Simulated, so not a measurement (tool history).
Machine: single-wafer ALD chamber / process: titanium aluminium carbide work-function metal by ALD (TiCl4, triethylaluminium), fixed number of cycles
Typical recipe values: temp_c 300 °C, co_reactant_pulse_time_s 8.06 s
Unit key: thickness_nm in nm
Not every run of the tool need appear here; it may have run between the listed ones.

run,hour,temp_c,co_reactant_pulse_time_s,"read-back reference wafer on the same gauge, thickness_nm",thickness_nm
1,0,300,8.06,2.178,1.939
# hour 29.8: triethylaluminium bottle replaced
2,55,300,8.06,2.176,2.009
3,106.1,300,8.06,2.181,1.988
4,137,300,6.82,2.179,1.861
5,326.2,300,5.48,2.177,1.6
6,380.2,300,8.06,2.184,1.938
7,440.9,300,8.06,2.183,1.936
8,489.2,300,8.06,2.178,1.918
9,542.8,300,8.06,2.179,1.931
# hour 600.4: thermocouple changed; heater temperature recalibrated
10,600.9,300,8.06,2.179,1.89
11,666,293,8.06,2.18,1.826
12,694.5,293,8.06,2.18,1.817
# hour 718.4: triethylaluminium bottle replaced
13,723.9,300,8.06,2.18,1.979
14,781.5,295,7.25,2.183,1.863
15,811.8,295,10.47,2.182,2.022
16,837.7,300,8.06,2.181,1.951
17,906,296,7.1,2.177,1.811
# hour 909: gauge calibrated
18,969.8,300,8.06,2.183,1.921
19,1021.2,300,8.06,2.178,1.923
20,1069.3,307,10.59,2.181,2.089
21,1124.5,292,5.07,2.177,1.449
# hour 1165.6: showerhead replaced
22,1166.1,288,10.75,2.183,1.951
23,1214.2,300,9.84,2.18,2.006
24,1273.4,295,10.47,2.183,1.999
25,1324.1,307,5.58,2.178,1.619
# hour 1334.2: triethylaluminium bottle replaced
26,1381.2,287,7.01,2.182,1.8
27,1567.3,313,5.34,2.178,1.654
28,1631.9,300,9.84,2.182,2.033
29,1671.1,300,8.06,2.178,1.932
30,1731.8,311,9.1,2.179,2.073
31,1779.8,300,8.06,2.179,1.901
32,1822.8,288,5.54,2.179,1.507

Subtracting, for every run, the result it would have given without the tool's unlogged condition from the measured result gives the following. The same run-to-run variation enters both numbers; the gauge's scatter may not:
Hidden state present: wafer temperature above the value expected at the setpoint (K); triethylaluminium dose above that of a fresh bottle (%); gauge reads high (%).
run,thickness_nm
1,-0.056
2,+0.029
3,+0.011
4,-0.017
5,-0.103
6,-0.047
7,-0.053
8,-0.057
9,-0.061
10,-0.117
11,-0.112
12,-0.111
13,-0.005
14,-0.029
15,-0.012
16,-0.038
17,-0.066
18,-0.061
19,-0.068
20,-0.029
21,-0.142
22,-0.026
23,-0.043
24,-0.033
25,-0.153
26,-0.012
27,-0.118
28,-0.027
29,-0.068
30,-0.052
31,-0.077
32,-0.143

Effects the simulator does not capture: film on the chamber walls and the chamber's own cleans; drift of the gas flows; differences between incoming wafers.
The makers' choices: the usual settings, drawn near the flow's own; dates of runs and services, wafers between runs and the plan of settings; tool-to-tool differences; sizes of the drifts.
